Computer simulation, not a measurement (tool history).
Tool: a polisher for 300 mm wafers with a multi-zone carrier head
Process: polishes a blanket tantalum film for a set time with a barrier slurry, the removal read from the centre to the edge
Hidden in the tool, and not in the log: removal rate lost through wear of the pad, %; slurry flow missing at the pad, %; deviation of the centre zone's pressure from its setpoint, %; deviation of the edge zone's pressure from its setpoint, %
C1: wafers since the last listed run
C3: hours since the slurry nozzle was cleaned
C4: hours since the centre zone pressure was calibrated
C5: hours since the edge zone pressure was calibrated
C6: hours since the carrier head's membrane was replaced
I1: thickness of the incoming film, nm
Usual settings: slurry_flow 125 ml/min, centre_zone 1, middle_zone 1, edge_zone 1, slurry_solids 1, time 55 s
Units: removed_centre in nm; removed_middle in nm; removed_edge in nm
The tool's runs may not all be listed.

run 1 hour=0 | slurry_flow=125 centre_zone=1 middle_zone=1 edge_zone=1 slurry_solids=1 time=55 | C1=0 wafers_polished_on_this_pad=511 C3=152.6 C4=436.6 C5=267.2 C6=1021.1 | I1=271.2 | removed_centre=93.9 removed_middle=105.9 removed_edge=108.8
-- hour=24.3 edge zone pressure recalibrated
run 2 hour=79.5 | slurry_flow=105 centre_zone=1 middle_zone=1 edge_zone=1 slurry_solids=1 time=55 | C1=418 wafers_polished_on_this_pad=929 C3=232.1 C4=516.1 C5=55.2 C6=1100.6 | I1=274.4 | removed_centre=90 removed_middle=102 removed_edge=107.6
-- hour=130.2 centre zone pressure recalibrated
run 3 hour=135.5 | slurry_flow=125 centre_zone=1 middle_zone=1 edge_zone=1 slurry_solids=0.8 time=55 | C1=291 wafers_polished_on_this_pad=1221 C3=288.1 C4=5.3 C5=111.2 C6=1156.6 | I1=270.7 | removed_centre=98 removed_middle=98.2 removed_edge=103.4
-- hour=170.3 worn pad replaced by a new one
run 4 hour=234.3 | slurry_flow=125 centre_zone=1 middle_zone=1 edge_zone=1 slurry_solids=0.8 time=55 | C1=512 wafers_polished_on_this_pad=345 C3=386.9 C4=104.1 C5=210 C6=1255.4 | I1=269 | removed_centre=98.1 removed_middle=98.3 removed_edge=104.8
run 5 hour=297.4 | slurry_flow=125 centre_zone=1 middle_zone=1 edge_zone=1 slurry_solids=0.8 time=55 | C1=340 wafers_polished_on_this_pad=686 C3=450 C4=167.2 C5=273.1 C6=1318.5 | I1=268.8 | removed_centre=96.3 removed_middle=101.2 removed_edge=104.9
-- hour=307.8 edge zone pressure recalibrated
run 6 hour=350.3 | slurry_flow=125 centre_zone=1 middle_zone=1 edge_zone=1 slurry_solids=1 time=55 | C1=274 wafers_polished_on_this_pad=961 C3=502.9 C4=220.1 C5=42.5 C6=1371.4 | I1=267 | removed_centre=101 removed_middle=107 removed_edge=109.1
-- hour=359.1 slurry nozzle cleaned
-- hour=439.3 worn pad replaced by a new one
run 7 hour=453.4 | slurry_flow=125 centre_zone=1 middle_zone=0.92 edge_zone=1 slurry_solids=1 time=55 | C1=529 wafers_polished_on_this_pad=75 C3=94.3 C4=323.2 C5=145.6 C6=1474.5 | I1=270.6 | removed_centre=97.3 removed_middle=96.6 removed_edge=109.3
run 8 hour=559.9 | slurry_flow=125 centre_zone=1 middle_zone=1 edge_zone=1 slurry_solids=1 time=55 | C1=575 wafers_polished_on_this_pad=651 C3=200.8 C4=429.7 C5=252.1 C6=1581 | I1=266.1 | removed_centre=95.2 removed_middle=103.1 removed_edge=109.3
run 9 hour=610.1 | slurry_flow=125 centre_zone=1 middle_zone=1 edge_zone=1 slurry_solids=1 time=55 | C1=271 wafers_polished_on_this_pad=922 C3=251 C4=479.9 C5=302.3 C6=1631.2 | I1=275.1 | removed_centre=96.8 removed_middle=104.9 removed_edge=110.1
-- hour=633.3 edge zone pressure recalibrated
run 10 hour=667.7 | slurry_flow=125 centre_zone=1 middle_zone=1 edge_zone=1 slurry_solids=1 time=55 | C1=300 wafers_polished_on_this_pad=1222 C3=308.6 C4=537.5 C5=34.4 C6=1688.8 | I1=265.9 | removed_centre=94 removed_middle=102.7 removed_edge=109.8
-- hour=738.8 worn pad replaced by a new one
run 11 hour=748.2 | slurry_flow=165 centre_zone=1 middle_zone=1 edge_zone=1 slurry_solids=1.3 time=55 | C1=413 wafers_polished_on_this_pad=50 C3=389.1 C4=618 C5=114.9 C6=1769.3 | I1=272.2 | removed_centre=102.7 removed_middle=116.3 removed_edge=119.3
-- hour=769.1 centre zone pressure recalibrated
run 12 hour=821.8 | slurry_flow=125 centre_zone=1.07 middle_zone=1 edge_zone=1 slurry_solids=1 time=55 | C1=386 wafers_polished_on_this_pad=437 C3=462.7 C4=52.7 C5=188.5 C6=1842.9 | I1=272 | removed_centre=109.7 removed_middle=105.8 removed_edge=107.7
run 13 hour=865.8 | slurry_flow=125 centre_zone=1 middle_zone=1 edge_zone=1 slurry_solids=1 time=55 | C1=237 wafers_polished_on_this_pad=675 C3=506.7 C4=96.7 C5=232.5 C6=1886.9 | I1=270.1 | removed_centre=104.3 removed_middle=104 removed_edge=108.7
run 14 hour=941.2 | slurry_flow=125 centre_zone=0.88 middle_zone=1 edge_zone=1 slurry_solids=0.85 time=55 | C1=407 wafers_polished_on_this_pad=1082 C3=582.1 C4=172.1 C5=307.9 C6=1962.3 | I1=269.6 | removed_centre=86.4 removed_middle=100.8 removed_edge=104.7
-- hour=943.5 edge zone pressure recalibrated
-- hour=949.5 slurry nozzle cleaned
-- hour=1035.7 worn pad replaced by a new one
run 15 hour=1036.3 | slurry_flow=145 centre_zone=1 middle_zone=1 edge_zone=0.93 slurry_solids=1.15 time=55 | C1=475 wafers_polished_on_this_pad=3 C3=86.8 C4=267.2 C5=92.8 C6=2057.4 | I1=268.5 | removed_centre=105.4 removed_middle=110.6 removed_edge=110.9
run 16 hour=1078.2 | slurry_flow=125 centre_zone=1 middle_zone=1 edge_zone=1 slurry_solids=1 time=69 | C1=226 wafers_polished_on_this_pad=229 C3=128.7 C4=309.1 C5=134.7 C6=2099.3 | I1=273.6 | removed_centre=124.9 removed_middle=132.9 removed_edge=137.1
-- hour=1125.9 carrier head's membrane replaced by a new one
run 17 hour=1169.4 | slurry_flow=125 centre_zone=1 middle_zone=1 edge_zone=1 slurry_solids=1 time=69 | C1=465 wafers_polished_on_this_pad=695 C3=219.9 C4=400.3 C5=225.9 C6=43.5 | I1=267.4 | removed_centre=123.1 removed_middle=130.2 removed_edge=136.5
run 18 hour=1210.5 | slurry_flow=125 centre_zone=1 middle_zone=0.95 edge_zone=1 slurry_solids=1 time=67 | C1=222 wafers_polished_on_this_pad=917 C3=261 C4=441.4 C5=267 C6=84.6 | I1=270.8 | removed_centre=117.5 removed_middle=123 removed_edge=132.4
-- hour=1290.6 edge zone pressure recalibrated
run 19 hour=1291.6 | slurry_flow=125 centre_zone=0.95 middle_zone=1 edge_zone=1.11 slurry_solids=1 time=55 | C1=427 wafers_polished_on_this_pad=1344 C3=342.1 C4=522.5 C5=1 C6=165.7 | I1=271.9 | removed_centre=90.8 removed_middle=105.1 removed_edge=114.6
run 20 hour=1344.1 | slurry_flow=85 centre_zone=1 middle_zone=1.06 edge_zone=0.92 slurry_solids=1 time=47 | C1=283 wafers_polished_on_this_pad=1628 C3=394.6 C4=575 C5=53.5 C6=218.2 | I1=273.7 | removed_centre=75.2 removed_middle=87.3 removed_edge=85.4
-- hour=1353.9 worn pad replaced by a new one
run 21 hour=1411.8 | slurry_flow=125 centre_zone=1 middle_zone=1 edge_zone=1 slurry_solids=0.75 time=45 | C1=344 wafers_polished_on_this_pad=313 C3=462.3 C4=642.7 C5=121.2 C6=285.9 | I1=273.1 | removed_centre=71.1 removed_middle=79.8 removed_edge=84

The same runs without the tool's hidden state, with the same run-to-run variation:
run=1 removed_centre=103.3
run=2 removed_centre=100.6
run=3 removed_centre=98.1
run=4 removed_centre=100
run=5 removed_centre=99.3
run=6 removed_centre=105.3
run=7 removed_centre=103.5
run=8 removed_centre=103.3
run=9 removed_centre=106.1
run=10 removed_centre=104.3
run=11 removed_centre=115.8
run=12 removed_centre=109.2
run=13 removed_centre=104.7
run=14 removed_centre=88
run=15 removed_centre=109.2
run=16 removed_centre=130.5
run=17 removed_centre=130.9
run=18 removed_centre=126
run=19 removed_centre=99
run=20 removed_centre=82.8
run=21 removed_centre=79.3
removed_middle: within 0.1 nm of the measured result in every run.
removed_edge: as measured in every run.
